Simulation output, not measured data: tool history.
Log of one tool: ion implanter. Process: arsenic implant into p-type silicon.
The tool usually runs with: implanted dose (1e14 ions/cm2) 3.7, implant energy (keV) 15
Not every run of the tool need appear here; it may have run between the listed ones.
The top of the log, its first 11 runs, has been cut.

| run | day | implanted dose (1e14 ions/cm2) | implant energy (keV) | wafers since the last listed run | hours since the last dose calibration | hours since the extraction supply was calibrated | hours since the gauge calibration | read-back reference wafer on the same gauge, sheet resistance | sheet resistance of the implanted and annealed layer (ohm/square) |
|---|---|---|---|---|---|---|---|---|---|
| 12 | 36.958 | 3.7 | 15 | 1725 | 1959.7 | 4687.6 | 1923.1 | 243.23 | 279.53 |
| 13 | 40.192 | 3.12 | 15 | 1585 | 2037.3 | 4765.2 | 2000.7 | 243.14 | 318.12 |
| 14 | 52.254 | 3.12 | 15 | 5913 | 2326.8 | 5054.7 | 2290.2 | 243.09 | 320.97 |
| 15 | 54.012 | 3.7 | 15 | 861 | 2369 | 5096.9 | 2332.4 | 242.51 | 285.49 |
|  | 57.4 | Faraday cup replaced and dose calibrated |
| 16 | 58.246 | 3.7 | 15 | 1911 | 20.3 | 5198.5 | 2434 | 242.61 | 268.18 |
| 17 | 61.3 | 3.7 | 15 | 1497 | 93.6 | 5271.8 | 2507.3 | 242.83 | 268.57 |
|  | 62.021 | extraction supply calibrated |
| 18 | 63.608 | 3.7 | 15 | 968 | 149 | 38.1 | 2562.7 | 243.22 | 268.51 |
| 19 | 67.004 | 4.22 | 17 | 1664 | 230.5 | 119.6 | 2644.2 | 243.22 | 240.86 |
| 20 | 69.783 | 2.68 | 11.5 | 1362 | 297.2 | 186.3 | 2710.9 | 242.44 | 352.94 |
|  | 73.488 | gauge calibrated |
| 21 | 74.158 | 3.7 | 12 | 2144 | 402.2 | 291.3 | 16.1 | 242.53 | 278.69 |
| 22 | 77.375 | 4.31 | 20 | 1576 | 479.4 | 368.5 | 93.3 | 243.28 | 233.22 |
| 23 | 87.858 | 3.7 | 13.5 | 5139 | 731 | 620.1 | 344.9 | 243.09 | 272.28 |
| 24 | 89.725 | 3.7 | 15 | 915 | 775.8 | 664.9 | 389.7 | 243.13 | 271.46 |
| 25 | 92.808 | 4.19 | 11.5 | 1511 | 849.8 | 738.9 | 463.7 | 243.66 | 258.05 |
| 26 | 96.421 | 4.56 | 18.5 | 1770 | 936.5 | 825.6 | 550.4 | 242.91 | 227.42 |
| 27 | 100.2 | 4.72 | 19.5 | 1852 | 1027.2 | 916.3 | 641.1 | 242.96 | 220.35 |
| 28 | 103.496 | 4.37 | 15 | 1615 | 1106.3 | 995.4 | 720.2 | 243.42 | 242.73 |
| 29 | 106.296 | 3.7 | 15 | 1372 | 1173.5 | 1062.6 | 787.4 | 243.25 | 272.74 |
| 30 | 109.725 | 4 | 15 | 1681 | 1255.8 | 1144.9 | 869.7 | 242.89 | 258.6 |
| 31 | 114.208 | 3.7 | 20 | 2197 | 1363.4 | 1252.5 | 977.3 | 243.31 | 265.15 |
| 32 | 117.454 | 4.32 | 11.5 | 1591 | 1441.3 | 1330.4 | 1055.2 | 242.93 | 254.62 |
| 33 | 121.592 | 3.7 | 15 | 2028 | 1540.6 | 1429.7 | 1154.5 | 242.78 | 274.06 |
| 34 | 123.192 | 3.7 | 15 | 784 | 1579 | 1468.1 | 1192.9 | 242.72 | 274.97 |
| 35 | 125.617 | 3.7 | 15 | 1188 | 1637.2 | 1526.3 | 1251.1 | 242.77 | 274.84 |
| 36 | 129.45 | 3.33 | 15 | 1879 | 1729.2 | 1618.3 | 1343.1 | 243.26 | 297.77 |

3 ways to go on from here, each from the tool as it stands after run 36. What would each give?
| A | 129.467 | 3.7 | 15 | 8 | 1729.6 | 1618.7 | 1343.5 | ? | ? |
| B | 129.467 | 3.29 | 11.5 | 8 | 1729.6 | 1618.7 | 1343.5 | ? | ? |
| C | 129.467 | 3.21 | 20 | 8 | 1729.6 | 1618.7 | 1343.5 | ? | ? |

| run | read-back reference wafer on the same gauge, sheet resistance | sheet resistance of the implanted and annealed layer (ohm/square) |
|---|---|---|
| A | 243.15 | 274.77 |
| B | 243.15 | 310.22 |
| C | 243.15 | 293.13 |
The same runs, with their run-to-run variation unchanged, on a tool lacking any hidden condition would have given:
| run | sheet resistance of the implanted and annealed layer (ohm/square) |
|---|---|
| A | 267.87 |
| B | 302.31 |
| C | 285.65 |
